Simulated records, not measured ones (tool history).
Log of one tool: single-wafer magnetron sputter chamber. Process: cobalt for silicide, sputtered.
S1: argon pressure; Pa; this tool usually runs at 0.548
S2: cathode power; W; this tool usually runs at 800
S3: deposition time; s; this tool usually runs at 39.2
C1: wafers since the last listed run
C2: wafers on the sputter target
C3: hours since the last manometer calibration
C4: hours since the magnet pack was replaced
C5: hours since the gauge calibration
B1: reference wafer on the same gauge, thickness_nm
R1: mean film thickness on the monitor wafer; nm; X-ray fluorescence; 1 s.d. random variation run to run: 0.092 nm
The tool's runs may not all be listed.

Run 1, hour 0.0: usual settings but S1 0.377 Pa; C1 0; C2 2149; C3 1429.7; C4 5237.3; C5 725.7; B1 16.901. Result: R1 16.066 nm.
Run 2, hour 34.8: usual settings; C1 1042; C2 3191; C3 1464.5; C4 5272.1; C5 760.5; B1 16.900. Result: R1 15.379 nm.
Run 3, hour 63.5: usual settings; C1 859; C2 4050; C3 1493.2; C4 5300.8; C5 789.2; B1 16.903. Result: R1 15.238 nm.
At hour 132.1: sputter target and shields replaced.
Run 4, hour 132.6: usual settings; C1 1829; C2 14; C3 1562.3; C4 5369.9; C5 858.3; B1 16.885. Result: R1 15.448 nm.
Run 5, hour 163.8: usual settings; C1 934; C2 948; C3 1593.5; C4 5401.1; C5 889.5; B1 16.894. Result: R1 15.285 nm.
Run 6, hour 191.7: usual settings; C1 835; C2 1784; C3 1621.4; C4 5429.0; C5 917.4; B1 16.887. Result: R1 15.267 nm.
Run 7, hour 243.9: usual settings; C1 1563; C2 3347; C3 1673.6; C4 5481.2; C5 969.6; B1 16.866. Result: R1 15.431 nm.
At hour 295.0: gauge calibrated.
Run 8, hour 297.0: usual settings; C1 1590; C2 4937; C3 1726.7; C4 5534.3; C5 2.0; B1 16.921. Result: R1 15.413 nm.
At hour 326.6: sputter target and shields replaced.
Run 9, hour 329.7: usual settings but S3 32.1 s; C1 739; C2 91; C3 1759.4; C4 5567.0; C5 34.7; B1 16.906. Result: R1 12.590 nm.
Run 10, hour 370.6: usual settings but S1 0.734 Pa, S2 1000 W, S3 46.8 s; C1 1224; C2 1316; C3 1800.3; C4 5607.9; C5 75.6; B1 16.898. Result: R1 20.651 nm.
Run 11, hour 399.5: usual settings but S1 0.380 Pa, S2 750 W; C1 865; C2 2181; C3 1829.2; C4 5636.8; C5 104.5; B1 16.897. Result: R1 15.272 nm.
Run 12, hour 433.2: usual settings but S2 600 W; C1 1009; C2 3191; C3 1862.9; C4 5670.5; C5 138.2; B1 16.882. Result: R1 12.325 nm.
Run 13, hour 471.6: usual settings; C1 1149; C2 4340; C3 1901.3; C4 5708.9; C5 176.6; B1 16.890. Result: R1 15.267 nm.
Run 14, hour 506.8: usual settings; C1 1054; C2 5394; C3 1936.5; C4 5744.1; C5 211.8; B1 16.881. Result: R1 15.253 nm.
At hour 533.4: sputter target and shields replaced.
Run 15, hour 544.2: usual settings; C1 880; C2 323; C3 1973.9; C4 5781.5; C5 249.2; B1 16.920. Result: R1 15.277 nm.
At hour 595.1: capacitance manometer re-zeroed and calibrated.
At hour 702.4: sputter target and shields replaced.
At hour 714.4: magnet pack replaced.
Run 16, hour 751.1: usual settings but S1 0.342 Pa, S2 900 W, S3 36.3 s; C1 5476; C2 1219; C3 156.0; C4 36.7; C5 456.1; B1 16.921. Result: R1 16.424 nm.
At hour 902.7: sputter target and shields replaced.
Run 17, hour 949.6: usual settings but S2 950 W, S3 46.5 s; C1 5704; C2 1402; C3 354.5; C4 235.2; C5 654.6; B1 16.898. Result: R1 21.002 nm.

Take each entry between the runs: how does the hidden state at the last listed run before it differ from the hidden state at the first listed run after it?
Run 3 -> run 4: sputter target and shields replaced (hour 132.1)
  no hidden state differs between the two runs
Run 7 -> run 8: gauge calibrated (hour 295.0)
  no hidden state differs between the two runs
Run 8 -> run 9: sputter target and shields replaced (hour 326.6)
  no hidden state differs between the two runs
Run 14 -> run 15: sputter target and shields replaced (hour 533.4)
  no hidden state differs between the two runs
Run 15 -> run 16: capacitance manometer re-zeroed and calibrated (hour 595.1); sputter target and shields replaced (hour 702.4); magnet pack replaced (hour 714.4)
  no hidden state differs between the two runs
Run 16 -> run 17: sputter target and shields replaced (hour 902.7)
  no hidden state differs between the two runs
